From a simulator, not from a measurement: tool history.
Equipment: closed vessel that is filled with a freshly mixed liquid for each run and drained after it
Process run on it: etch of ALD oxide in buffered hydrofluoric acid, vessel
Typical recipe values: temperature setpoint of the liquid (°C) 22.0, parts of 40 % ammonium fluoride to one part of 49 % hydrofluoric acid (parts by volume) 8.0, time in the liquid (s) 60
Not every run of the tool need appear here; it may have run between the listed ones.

run	hour	temperature setpoint of the liquid (°C)	parts of 40 % ammonium fluoride to one part of 49 % hydrofluoric acid (parts by volume)	time in the liquid (s)	read-back film thickness of the ALD oxide reference wafer, read on the same gauge (nm)	thickness taken off the ALD oxide on a monitor wafer (angstrom)
1	0.0	22.0	8.0	60	110.00	979.5
# hour 31.2: thermometer replaced
2	38.3	22.0	7.0	60	110.01	1122.5
3	133.3	22.0	8.0	60	110.01	970.9
4	237.1	22.0	8.0	60	110.00	986.4
5	299.8	22.0	8.0	60	109.99	982.6
6	357.1	22.0	8.0	60	110.02	1010.7
7	455.7	22.0	8.0	85	110.01	1421.8
8	495.6	22.0	8.0	85	110.02	1400.7
9	603.3	24.5	8.0	60	110.00	1152.3
# hour 613.1: thermometer replaced
10	681.4	22.0	8.0	60	109.99	999.7
11	725.5	22.0	8.0	60	110.00	995.8
12	795.9	22.0	7.0	80	109.99	1551.1
13	894.6	22.0	8.0	60	110.02	1009.8
14	967.6	22.0	8.0	60	109.97	1010.7
15	1029.0	19.5	8.0	30	110.02	437.2
16	1080.5	25.0	7.0	75	110.01	1697.7
# hour 1173.3: thermometer replaced
17	1180.2	22.0	8.0	60	110.02	1004.6
# hour 1204.7: gauge calibrated
18	1454.7	22.0	8.0	95	110.02	1617.8
19	1527.7	23.5	10.5	30	110.01	435.4
20	1564.7	22.0	8.0	60	110.00	1004.5
# hour 1602.4: hydrofluoric acid flow meter replaced
21	1620.3	22.0	8.0	60	110.00	977.7
22	1700.6	26.0	6.5	75	109.99	1865.7
23	1736.8	22.0	8.0	60	109.98	966.0
24	1828.0	22.0	8.0	60	109.98	967.8
# hour 1856.5: thermometer replaced
25	1925.2	22.0	10.5	60	110.03	767.7
26	2013.1	18.0	11.0	40	110.00	390.4
27	2101.0	22.0	8.0	30	110.00	494.2
28	2187.9	20.0	9.0	60	109.99	768.7
29	2239.7	22.0	8.0	60	109.99	981.1

Below are 3 alternative next runs, each starting from the tool's condition after run 29. Predict each:
A	2240.4	22.0	6.5	60	?	?
B	2240.4	19.0	7.0	85	?	?
C	2240.4	18.5	9.5	60	?	?

run	read-back film thickness of the ALD oxide reference wafer, read on the same gauge (nm)	thickness taken off the ALD oxide on a monitor wafer (angstrom)
A	110.03	1206.5
B	110.03	1356.0
C	110.03	681.4
The same runs, with their run-to-run variation unchanged, on a tool lacking any hidden condition would have given:
run	thickness taken off the ALD oxide on a monitor wafer (angstrom)
A	1183.3
B	1329.9
C	671.9
